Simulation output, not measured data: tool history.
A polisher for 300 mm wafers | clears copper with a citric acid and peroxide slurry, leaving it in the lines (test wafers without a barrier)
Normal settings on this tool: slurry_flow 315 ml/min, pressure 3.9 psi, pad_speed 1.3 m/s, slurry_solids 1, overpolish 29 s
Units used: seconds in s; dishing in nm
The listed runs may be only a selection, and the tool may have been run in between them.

run	day	slurry_flow	pressure	pad_speed	slurry_solids	overpolish	wafers since the last listed run	wafers polished on this pad	hours since the slurry nozzle was cleaned	hours since the head pressure was calibrated	hours since the slurry blender was calibrated	incoming thickness of the incoming film, nm	seconds	dishing
1	0	315	3.9	1.5	1	29	0	593	374.8	906	174.8	491.8	105.7	74
# day 0.183: slurry blender recalibrated
2	0.425	315	3.9	1.2	1	29	54	648	385	916.2	5.8	489.2	132.2	64.1
# day 0.888: worn pad replaced by a new one
3	1.004	315	3.9	1.2	1	29	66	18	398.9	930.1	19.7	497.2	132.6	61.6
4	1.442	315	3.9	1.3	1	29	70	88	409.4	940.6	30.2	499.2	125	68.1
5	2.075	315	3.9	1.3	1	29	101	190	424.6	955.8	45.4	502.4	129.2	68.9
6	2.35	315	3.9	1.3	1	29	44	234	431.2	962.4	52	503.2	129	65.8
7	2.975	315	3.9	1.3	1	29	100	334	446.2	977.4	67	486.1	125.6	68.2
8	3.571	315	3.9	1.3	1	29	95	429	460.5	991.7	81.3	494.6	125.5	62.4
# day 4.008: slurry nozzle cleaned
9	4.058	315	3.2	1.3	1	29	71	500	1.2	1003.4	93	496.1	161.1	54.9
10	4.725	315	3.2	1.3	1	29	106	607	17.2	1019.4	109	490.3	166	54.7
# day 5.079: worn pad replaced by a new one
11	5.192	385	3.9	1.5	0.9	42	48	18	28.4	1030.6	120.2	488.6	112.8	90
12	5.838	315	3.9	1.3	1	29	103	121	43.9	1046.1	135.7	497.6	133.1	65.4
13	6.158	285	3.9	1.3	1	29	51	172	51.6	1053.8	143.4	491.5	135	61.9
# day 6.346: slurry blender recalibrated
14	6.692	210	4.6	1.3	0.75	40	72	244	64.4	1066.6	8.3	485.8	141.8	74.8
15	7.104	315	3.9	0.98	1	29	66	310	74.3	1076.5	18.2	498.3	184.6	49.4
# day 7.792: head pressure recalibrated
16	7.842	380	3.9	1.08	0.8	29	104	415	92	1.2	35.9	494.7	169.9	53.3
# day 8.267: slurry nozzle cleaned, repeated, since the last time left the tool worse
17	8.288	315	3.9	1.3	1	29	64	480	0.5	11.9	46.6	497.7	122.9	68.2
18	8.842	315	3.9	1.3	1	29	88	568	13.8	25.2	59.9	491.5	120.9	67.1
# day 9.742: worn pad replaced by a new one
19	9.762	315	3.9	1.5	1	29	120	3	35.9	47.3	82	485.6	105.1	70.7
20	10.267	275	4.7	1.3	1	29	80	84	48	59.4	94.1	503.3	103.8	77.1
21	10.917	245	3.9	1.3	0.75	29	104	188	63.6	75	109.7	496.1	139.7	61.6
22	11.188	315	3.9	1.3	0.75	18	43	231	70.1	81.5	116.2	488.3	135.5	45.1
23	11.908	315	3.9	1.3	1	29	115	346	87.4	98.8	133.5	494.9	122.8	66.9
24	12.5	315	2.7	1.3	1	29	94	441	101.6	113	147.7	489.1	172.4	53
# day 12.625: slurry blender recalibrated
25	13.133	315	3.9	1.3	1	34	88	529	116.8	128.2	12.2	493.6	120	75
# day 13.538: worn pad replaced by a new one
26	13.558	315	3.4	1.62	0.85	20	41	3	127	138.4	22.4	490.5	116.8	50.3
27	13.833	315	3.9	1.3	0.8	22	44	47	133.6	145	29	495.2	131.3	54
28	14.521	315	2.5	1.3	1	29	110	157	150.1	161.5	45.5	502.7	188.9	47.7
29	14.979	315	5	1.3	1	29	73	230	161.1	172.5	56.5	486.6	94.6	83.5

Each row is a separate what-if for the run after 29, all from the same tool condition, not one after another. Results?
A	15	315	4.8	1.3	1	29	3	234	161.6	173	57	500.3	?	?
B	15	315	3.5	1.3	1	29	3	234	161.6	173	57	500.3	?	?
C	15	215	3	1.3	1.15	29	3	234	161.6	173	57	500.3	?	?

run	seconds	dishing
A	100.6	82.5
B	137.3	65.3
C	159.5	58
Without the tool's hidden state the same runs would have given:
run	seconds	dishing
A	100.2	82.7
B	136.8	65.5
C	158.6	58.2

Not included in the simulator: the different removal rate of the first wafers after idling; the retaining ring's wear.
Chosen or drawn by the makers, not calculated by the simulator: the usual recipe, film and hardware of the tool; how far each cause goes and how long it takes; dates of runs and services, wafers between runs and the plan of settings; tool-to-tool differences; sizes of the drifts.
